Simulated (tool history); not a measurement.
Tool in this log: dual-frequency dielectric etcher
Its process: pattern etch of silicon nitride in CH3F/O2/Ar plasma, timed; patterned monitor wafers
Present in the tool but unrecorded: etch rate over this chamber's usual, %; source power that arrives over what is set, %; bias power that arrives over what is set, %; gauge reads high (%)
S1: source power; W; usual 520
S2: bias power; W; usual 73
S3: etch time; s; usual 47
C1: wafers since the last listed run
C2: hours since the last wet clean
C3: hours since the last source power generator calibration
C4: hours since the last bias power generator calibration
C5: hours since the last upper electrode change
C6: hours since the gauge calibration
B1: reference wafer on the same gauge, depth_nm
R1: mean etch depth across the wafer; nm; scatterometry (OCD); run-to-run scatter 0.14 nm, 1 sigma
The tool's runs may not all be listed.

run   hour   S1  S2    S3   C1     C2      C3      C4      C5     C6     B1     R1
  1      0  520  83    47    0  377.8  1676.4  3555.2  4982.6  133.6  33.76  35.75
  2   13.3  520  83    47  194  391.1  1689.7  3568.5  4995.9  146.9  33.84  36.03
  3   30.1  520  83    47  245  407.9  1706.5  3585.3  5012.7  163.7  33.84  35.51
      64.8  -- source power generator calibrated
      66.3  -- gauge calibrated
      68.3  -- upper electrode replaced
      84.1  -- wet clean of the chamber
  4   84.6  520  73    47  455    0.5    19.8  3639.8    16.3   18.3  33.83  36.87
  5     85  520  73    47    5    0.9    20.2  3640.2    16.7   18.7  33.76   36.8
  6   85.3  520  73    47    4    1.2    20.5  3640.5      17     19  33.81     37
  7   85.6  520  73    47    4    1.5    20.8  3640.8    17.3   19.3   33.8  36.79
  8   94.8  410  83  35.5  134   10.7      30    3650    26.5   28.5  33.82  25.84
  9  104.8  520  68    47  146   20.7      40    3660    36.5   38.5   33.8  36.37
     114.8  -- bias power generator calibrated
 10  115.2  440  73    36   93   31.1    50.4     0.4    46.9   48.9  33.76  26.11

Run 11, settings as shown, results not yet in. Your forecast:
 11  125.4  520  73  36  149  41.3  60.6  10.6  57.1  59.1   ?   ?

{"run 11": {"B1": 33.79, "R1": 28.09}}
Had the tool carried no hidden state, the very same run would have given R1 28.14 nm.
